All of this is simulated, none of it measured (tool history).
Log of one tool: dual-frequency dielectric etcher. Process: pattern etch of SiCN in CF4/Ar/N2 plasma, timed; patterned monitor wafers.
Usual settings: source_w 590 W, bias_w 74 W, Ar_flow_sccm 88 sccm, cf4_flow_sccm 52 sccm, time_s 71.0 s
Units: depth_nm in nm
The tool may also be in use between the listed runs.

run,day,source_w,bias_w,Ar_flow_sccm,cf4_flow_sccm,time_s,"read-back reference wafer on the same gauge, depth_nm",depth_nm
1,0.000,590,74,81,52,71.0,56.6,68.5
2,0.621,590,74,81,52,71.0,56.5,68.9
3,1.854,590,60,88,43,71.0,56.6,60.7
4,3.038,590,60,88,43,71.0,56.5,60.5
5,4.508,590,74,88,52,71.0,56.5,67.1
6,5.067,590,74,88,52,71.0,56.7,67.2
7,5.771,690,74,88,42,71.0,56.6,76.3
# day 7.342: wet clean of the chamber
8,7.362,590,88,88,64,79.5,56.8,86.1
9,7.450,590,74,81,52,71.0,56.5,71.5
# day 8.283: bias power generator calibrated
10,8.562,470,74,88,52,55.0,56.5,42.8
# day 8.596: gauge calibrated
# day 9.838: upper electrode replaced, of another model than before
11,9.892,460,74,88,52,71.0,56.7,58.0
12,10.850,590,84,98,52,71.0,56.7,74.0
13,11.725,590,74,80,52,71.0,56.6,71.0
14,12.421,640,74,81,52,71.0,56.5,75.8
# day 13.508: source power generator calibrated
15,13.529,590,74,88,52,71.0,56.5,70.7
# day 14.325: Ar flow controller replaced
16,14.450,590,67,88,52,92.0,56.5,84.1
# day 15.225: CF4 flow controller replaced
17,15.246,530,74,88,52,71.0,56.5,63.7
18,16.488,640,74,88,52,71.0,56.7,72.4
19,17.288,590,74,88,52,71.0,56.8,69.7
20,21.571,590,84,88,52,71.0,56.6,73.8
21,22.596,590,74,88,52,71.0,56.6,68.0

Measured less the same run without the tool's hidden state. The same run-to-run variation is in both; the gauge's scatter may not be:
The hidden state here: etch rate over this chamber's usual, %; source power that arrives over what is set, %; bias power that arrives over what is set, %; Ar flow that arrives over what is set, %; CF4 flow that arrives over what is set, %; gauge reads high (%).
run,depth_nm
1,-2.9
2,-3.1
3,-3.0
4,-3.1
5,-3.8
6,-3.9
7,-4.5
8,+0.1
9,+0.1
10,-0.1
11,-0.3
12,-0.5
13,-0.6
14,-0.8
15,-0.9
16,-1.4
17,-1.2
18,-1.5
19,-1.6
20,-2.5
21,-2.5
